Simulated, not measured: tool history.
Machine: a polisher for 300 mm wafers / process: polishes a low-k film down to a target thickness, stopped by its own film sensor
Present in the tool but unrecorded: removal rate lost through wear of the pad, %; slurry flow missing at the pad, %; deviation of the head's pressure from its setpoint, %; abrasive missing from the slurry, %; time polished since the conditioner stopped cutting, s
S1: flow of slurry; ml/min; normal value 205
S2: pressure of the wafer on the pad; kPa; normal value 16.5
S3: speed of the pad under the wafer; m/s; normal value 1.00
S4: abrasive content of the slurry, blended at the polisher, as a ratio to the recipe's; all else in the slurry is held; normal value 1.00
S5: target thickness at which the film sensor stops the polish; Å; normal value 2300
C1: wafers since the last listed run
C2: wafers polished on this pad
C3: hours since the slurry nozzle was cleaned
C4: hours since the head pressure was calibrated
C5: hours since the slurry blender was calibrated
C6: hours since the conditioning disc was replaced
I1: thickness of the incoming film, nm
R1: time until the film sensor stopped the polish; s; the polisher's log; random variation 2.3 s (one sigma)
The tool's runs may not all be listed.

run   hour   S1    S2    S3    S4    S5   C1    C2     C3     C4     C5     C6     I1     R1
  1    0.0  205  16.5  1.00  1.00  2400    0   465  188.1  634.1  297.0  187.4  282.9  136.8
  2    6.9  205  16.5  1.00  1.00  2400   75   541  195.0  641.0  303.9  194.3  282.1  136.7
  3   23.5  175  16.5  0.88  1.00  2300  181   723  211.6  657.6  320.5  210.9  280.3  186.3
  4   38.6  175  16.5  0.88  1.00  2300  165   888  226.7  672.7  335.6  226.0  276.4  172.2
  5   48.7  165  16.5  1.00  1.00  2300  110   999  236.8  682.8  345.7  236.1  277.9  160.4
  6   62.1  205  16.5  1.00  1.00  2300  146  1145  250.2  696.2  359.1  249.5  279.9  166.9
  7   72.7  205  16.5  1.00  1.00  2300  116  1261  260.8  706.8  369.7  260.1  277.9  156.4
      87.7  -- worn pad replaced by a new one
      90.6  -- slurry nozzle cleaned
  8   91.1  205  16.5  1.00  1.00  2300  146    25    0.5  725.2  388.1  278.5  280.6  166.7
  9   98.6  205  12.4  1.16  1.25  2450   82   107    8.0  732.7  395.6  286.0  276.5  114.0
 10  113.1  205  16.5  1.14  1.00  2300  158   266   22.5  747.2  410.1  300.5  281.0  159.3
     123.7  -- slurry blender recalibrated
     123.8  -- head pressure recalibrated
 11  130.7  175  16.5  0.88  1.00  2300  169   436   40.1    6.9    7.0  318.1  275.7  169.8
     141.9  -- conditioning disc replaced and pad reconditioned
 12  143.8  205  14.5  0.76  1.00  2300  121   557   53.2   20.0   20.1    1.9  280.7  178.4
 13  160.0  235  19.3  1.00  1.00  2300  177   735   69.4   36.2   36.3   18.1  279.9  111.8
 14  172.5  205  16.5  1.00  1.10  2300  136   872   81.9   48.7   48.8   30.6  281.0  141.1
     205.4  -- worn pad replaced by a new one
 15  212.7  205  16.5  1.00  0.75  2190  396    80  122.1   88.9   89.0   70.8  281.3  202.3
 16  221.4  205  16.5  1.00  1.00  2300   95   175  130.8   97.6   97.7   79.5  277.5  146.6

Below are 3 alternative next runs, each starting from the tool's condition after run 16. Predict each:
  A  221.9  205  16.5  1.00  1.00  2160   5  180  131.3  98.1  98.2  80.0  279.2   ?
  B  221.9  230  16.5  0.68  1.20  2380   5  180  131.3  98.1  98.2  80.0  279.2   ?
  C  221.9  170  16.5  1.24  1.30  2300   5  180  131.3  98.1  98.2  80.0  279.2   ?

run     R1
  A  193.1
  B  146.3
  C  126.4
Without the tool's unlogged condition, the same runs would have read:
run     R1
  A  155.8
  B  123.5
  C   98.8
